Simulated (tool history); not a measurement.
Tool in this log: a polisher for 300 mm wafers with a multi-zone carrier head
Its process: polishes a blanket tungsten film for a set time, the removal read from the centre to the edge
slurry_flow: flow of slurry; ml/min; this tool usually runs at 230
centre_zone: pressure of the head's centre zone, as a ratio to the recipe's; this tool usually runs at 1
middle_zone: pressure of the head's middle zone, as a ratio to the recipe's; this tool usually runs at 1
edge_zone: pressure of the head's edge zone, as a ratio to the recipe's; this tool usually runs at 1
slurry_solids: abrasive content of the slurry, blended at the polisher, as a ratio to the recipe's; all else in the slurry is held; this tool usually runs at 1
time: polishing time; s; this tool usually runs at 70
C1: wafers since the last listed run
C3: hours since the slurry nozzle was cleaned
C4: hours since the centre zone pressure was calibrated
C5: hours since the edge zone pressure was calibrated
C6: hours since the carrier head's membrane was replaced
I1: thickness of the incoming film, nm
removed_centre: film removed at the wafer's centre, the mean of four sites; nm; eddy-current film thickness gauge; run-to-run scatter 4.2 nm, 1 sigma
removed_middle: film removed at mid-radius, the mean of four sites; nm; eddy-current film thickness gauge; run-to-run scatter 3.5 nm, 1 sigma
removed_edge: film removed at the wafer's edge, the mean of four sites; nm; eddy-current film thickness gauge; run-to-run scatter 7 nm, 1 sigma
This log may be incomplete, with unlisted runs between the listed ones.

run 1 hour=0 | slurry_flow=230 centre_zone=1.05 middle_zone=1.07 edge_zone=1 slurry_solids=1.15 time=70 | C1=0 wafers_polished_on_this_pad=6064 C3=759.6 C4=684.2 C5=367.8 C6=0.5 | I1=1119.9 | removed_centre=460.5 removed_middle=466.6 removed_edge=466.9
-- hour=34.7 centre zone pressure recalibrated
run 2 hour=58.9 | slurry_flow=230 centre_zone=1 middle_zone=1 edge_zone=1 slurry_solids=1 time=70 | C1=590 wafers_polished_on_this_pad=6655 C3=818.5 C4=24.2 C5=426.7 C6=59.4 | I1=1118.9 | removed_centre=422 removed_middle=419.6 removed_edge=456.3
run 3 hour=152.7 | slurry_flow=230 centre_zone=1 middle_zone=1.1 edge_zone=1.07 slurry_solids=1 time=70 | C1=973 wafers_polished_on_this_pad=7629 C3=912.3 C4=118 C5=520.5 C6=153.2 | I1=1132.4 | removed_centre=419.8 removed_middle=452.9 removed_edge=450.3
-- hour=160 slurry nozzle cleaned
run 4 hour=229.2 | slurry_flow=230 centre_zone=1 middle_zone=1 edge_zone=1.05 slurry_solids=0.85 time=90 | C1=783 wafers_polished_on_this_pad=8413 C3=69.2 C4=194.5 C5=597 C6=229.7 | I1=1122.9 | removed_centre=540.9 removed_middle=542.1 removed_edge=585.4
-- hour=263.4 worn pad replaced by a new one
run 5 hour=323.7 | slurry_flow=230 centre_zone=1 middle_zone=1 edge_zone=1 slurry_solids=1 time=70 | C1=939 wafers_polished_on_this_pad=626 C3=163.7 C4=289 C5=691.5 C6=324.2 | I1=1123 | removed_centre=465.7 removed_middle=456.2 removed_edge=469.9
run 6 hour=369.5 | slurry_flow=230 centre_zone=1 middle_zone=0.94 edge_zone=0.94 slurry_solids=1.15 time=70 | C1=475 wafers_polished_on_this_pad=1101 C3=209.5 C4=334.8 C5=737.3 C6=370 | I1=1120.7 | removed_centre=466.2 removed_middle=448.6 removed_edge=472.3
run 7 hour=458.6 | slurry_flow=230 centre_zone=1 middle_zone=1 edge_zone=1 slurry_solids=1 time=70 | C1=924 wafers_polished_on_this_pad=2026 C3=298.6 C4=423.9 C5=826.4 C6=459.1 | I1=1119.8 | removed_centre=446.3 removed_middle=450.7 removed_edge=469.5
-- hour=513.8 edge zone pressure recalibrated
run 8 hour=518.7 | slurry_flow=155 centre_zone=1 middle_zone=1 edge_zone=1 slurry_solids=1 time=70 | C1=603 wafers_polished_on_this_pad=2629 C3=358.7 C4=484 C5=4.9 C6=519.2 | I1=1128.4 | removed_centre=398.7 removed_middle=405.7 removed_edge=440.9
run 9 hour=562.6 | slurry_flow=230 centre_zone=0.95 middle_zone=1 edge_zone=1 slurry_solids=1.15 time=62 | C1=455 wafers_polished_on_this_pad=3085 C3=402.6 C4=527.9 C5=48.8 C6=563.1 | I1=1124.7 | removed_centre=387.5 removed_middle=401.5 removed_edge=420.7
run 10 hour=608.4 | slurry_flow=230 centre_zone=1 middle_zone=1 edge_zone=1 slurry_solids=1 time=70 | C1=475 wafers_polished_on_this_pad=3560 C3=448.4 C4=573.7 C5=94.6 C6=608.9 | I1=1117.6 | removed_centre=438.2 removed_middle=435.8 removed_edge=463
run 11 hour=709.6 | slurry_flow=230 centre_zone=1 middle_zone=1 edge_zone=1 slurry_solids=1 time=84 | C1=1050 wafers_polished_on_this_pad=4611 C3=549.6 C4=674.9 C5=195.8 C6=710.1 | I1=1122 | removed_centre=528.7 removed_middle=516.4 removed_edge=554.7
-- hour=757 carrier head's membrane replaced by a new one
run 12 hour=762.9 | slurry_flow=185 centre_zone=1 middle_zone=1 edge_zone=1 slurry_solids=1 time=64 | C1=501 wafers_polished_on_this_pad=5113 C3=602.9 C4=728.2 C5=249.1 C6=5.9 | I1=1130.1 | removed_centre=372.3 removed_middle=377.7 removed_edge=405
run 13 hour=838.1 | slurry_flow=280 centre_zone=1 middle_zone=1 edge_zone=0.95 slurry_solids=1 time=89 | C1=780 wafers_polished_on_this_pad=5893 C3=678.1 C4=803.4 C5=324.3 C6=81.1 | I1=1110.4 | removed_centre=554.6 removed_middle=567 removed_edge=581.6
-- hour=875.7 centre zone pressure recalibrated
run 14 hour=941.3 | slurry_flow=230 centre_zone=0.9 middle_zone=1.09 edge_zone=1 slurry_solids=1 time=70 | C1=1050 wafers_polished_on_this_pad=6944 C3=781.3 C4=65.6 C5=427.5 C6=184.3 | I1=1133 | removed_centre=390.6 removed_middle=457 removed_edge=446.6
run 15 hour=1044.3 | slurry_flow=290 centre_zone=1.06 middle_zone=1 edge_zone=0.95 slurry_solids=1 time=70 | C1=1069 wafers_polished_on_this_pad=8013 C3=884.3 C4=168.6 C5=530.5 C6=287.3 | I1=1117.2 | removed_centre=469.9 removed_middle=442.7 removed_edge=451.6
-- hour=1048.9 slurry nozzle cleaned
run 16 hour=1110.8 | slurry_flow=230 centre_zone=1 middle_zone=1 edge_zone=0.92 slurry_solids=1 time=64 | C1=679 wafers_polished_on_this_pad=8693 C3=61.9 C4=235.1 C5=597 C6=353.8 | I1=1130 | removed_centre=400.7 removed_middle=402.6 removed_edge=410.4
-- hour=1132.5 worn pad replaced by a new one
run 17 hour=1173.2 | slurry_flow=230 centre_zone=0.94 middle_zone=0.95 edge_zone=1 slurry_solids=1 time=70 | C1=606 wafers_polished_on_this_pad=422 C3=124.3 C4=297.5 C5=659.4 C6=416.2 | I1=1113.3 | removed_centre=433.8 removed_middle=433.3 removed_edge=472.7
-- hour=1238.9 edge zone pressure recalibrated
run 18 hour=1242 | slurry_flow=205 centre_zone=1.03 middle_zone=1 edge_zone=0.95 slurry_solids=1.2 time=70 | C1=693 wafers_polished_on_this_pad=1115 C3=193.1 C4=366.3 C5=3.1 C6=485 | I1=1128.5 | removed_centre=480.9 removed_middle=464.7 removed_edge=469.4
run 19 hour=1347 | slurry_flow=260 centre_zone=1 middle_zone=1 edge_zone=1 slurry_solids=1 time=70 | C1=1090 wafers_polished_on_this_pad=2205 C3=298.1 C4=471.3 C5=108.1 C6=590 | I1=1123.7 | removed_centre=452.4 removed_middle=454.2 removed_edge=487.2
run 20 hour=1494.9 | slurry_flow=230 centre_zone=1.08 middle_zone=0.96 edge_zone=1 slurry_solids=1 time=90 | C1=1535 wafers_polished_on_this_pad=3741 C3=446 C4=619.2 C5=256 C6=737.9 | I1=1110.6 | removed_centre=611 removed_middle=553.2 removed_edge=604.5

Measured less the same run without the tool's hidden state. The same run-to-run variation is in both; the gauge's scatter may not be:
Hidden state at play: removal rate lost through wear of the pad, %; slurry flow missing at the pad, %; deviation of the centre zone's pressure from its setpoint, %; deviation of the edge zone's pressure from its setpoint, %.
run=1 removed_centre=-47.8 removed_middle=-45.1 removed_edge=-38.3
run=2 removed_centre=-45.8 removed_middle=-42.5 removed_edge=-39.3
run=3 removed_centre=-48.6 removed_middle=-49.1 removed_edge=-41.8
run=4 removed_centre=-36.1 removed_middle=-35.5 removed_edge=-36.9
run=5 removed_centre=-13.1 removed_middle=-11.8 removed_edge=-9.8
run=6 removed_centre=-16.5 removed_middle=-14.6 removed_edge=-12.5
run=7 removed_centre=-21.6 removed_middle=-20.1 removed_edge=-17.1
run=8 removed_centre=-31.1 removed_middle=-28.6 removed_edge=-24
run=9 removed_centre=-23.7 removed_middle=-22.8 removed_edge=-19.7
run=10 removed_centre=-29.1 removed_middle=-26.9 removed_edge=-23.7
run=11 removed_centre=-40.6 removed_middle=-36.9 removed_edge=-33.3
run=12 removed_centre=-35.8 removed_middle=-33.4 removed_edge=-29.2
run=13 removed_centre=-43.3 removed_middle=-41.7 removed_edge=-37.3
run=14 removed_centre=-37.9 removed_middle=-41.5 removed_edge=-34.7
run=15 removed_centre=-43.2 removed_middle=-38.7 removed_edge=-35
run=16 removed_centre=-24.6 removed_middle=-24.2 removed_edge=-23.8
run=17 removed_centre=-8.8 removed_middle=-7.9 removed_edge=-6.9
run=18 removed_centre=-16.6 removed_middle=-14.7 removed_edge=-11.8
run=19 removed_centre=-19.1 removed_middle=-17.8 removed_edge=-15.9
run=20 removed_centre=-39.3 removed_middle=-32.9 removed_edge=-30

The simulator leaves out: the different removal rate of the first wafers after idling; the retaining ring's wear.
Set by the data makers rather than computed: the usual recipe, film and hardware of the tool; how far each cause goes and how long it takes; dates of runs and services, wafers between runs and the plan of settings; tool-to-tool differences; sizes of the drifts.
